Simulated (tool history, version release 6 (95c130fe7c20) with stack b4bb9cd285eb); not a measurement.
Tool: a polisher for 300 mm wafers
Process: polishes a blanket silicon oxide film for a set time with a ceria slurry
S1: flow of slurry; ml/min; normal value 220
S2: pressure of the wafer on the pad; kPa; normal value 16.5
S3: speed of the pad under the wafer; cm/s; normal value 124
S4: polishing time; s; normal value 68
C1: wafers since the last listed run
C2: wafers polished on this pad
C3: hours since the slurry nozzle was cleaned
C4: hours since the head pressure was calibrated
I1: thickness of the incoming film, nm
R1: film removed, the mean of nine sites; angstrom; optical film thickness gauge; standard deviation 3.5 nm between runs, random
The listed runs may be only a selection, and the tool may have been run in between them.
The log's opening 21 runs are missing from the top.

run      day   S1    S2   S3  S4    C1    C2     C3     C4      I1    R1
      72.988  -- head pressure recalibrated
 22   73.004  220  18.6  124  68   435  2771  171.1    0.4  1865.1  3124
 23   74.742  290  12.4  148  82   436  3207  212.8   42.1  1865.9  3575
 24   76.333  220  16.5  124  68   399  3606    251   80.3  1855.7  2828
 25    78.05  195  20.7  124  81   431  4037  292.2  121.5  1875.5  3766
 26   81.821  220  16.5  138  68   946  4984  382.7    212    1888  3032
       83.45  -- worn pad replaced by a new one
 27   84.629  220  16.5  124  47   663   295  450.1  279.4  1861.4  1836
      87.612  -- slurry nozzle cleaned
 28   88.925  265  16.5   88  62  1068  1363   31.5  382.5  1853.4  2210
 29   91.025  220  16.5  124  68   527  1891   81.9  432.9  1898.3  2967
 30   93.421  265  13.8  154  68   601  2492  139.4  490.4  1844.1  3173
 31     95.7  220  21.4  124  68   572  3064  194.1  545.1  1823.7  3356
 32  100.088  250  16.5  124  86  1101  4166  299.4  650.4  1848.5  3722
 33  103.854  220  16.5  124  68   945  5112  389.8  740.8  1862.6  2792
     104.983  -- head pressure recalibrated
 34  107.696  220  16.5  124  68   943  6055    482   65.1  1877.1  2621
     108.712  -- worn pad replaced by a new one
 35    109.2  220  16.5  124  68   335   122  518.1  101.2  1849.7  2511
     110.808  -- slurry nozzle cleaned
 36  111.329  290  20.7  140  52   524   646   12.5  152.3  1858.3  2845

Predict each of these 3 candidate next runs independently; none follows another, all start after run 36:
  A  111.346  220  16.5  124  68   4  651  12.9  152.7  1850.2   ?
  B  111.346  265  18.6  110  58   4  651  12.9  152.7  1850.2   ?
  C  111.346  265  16.5  100  56   4  651  12.9  152.7  1850.2   ?

run    R1
  A  2907
  B  2521
  C  2154
With no hidden state in the tool, these same runs would have given:
run    R1
  A  2963
  B  2558
  C  2185
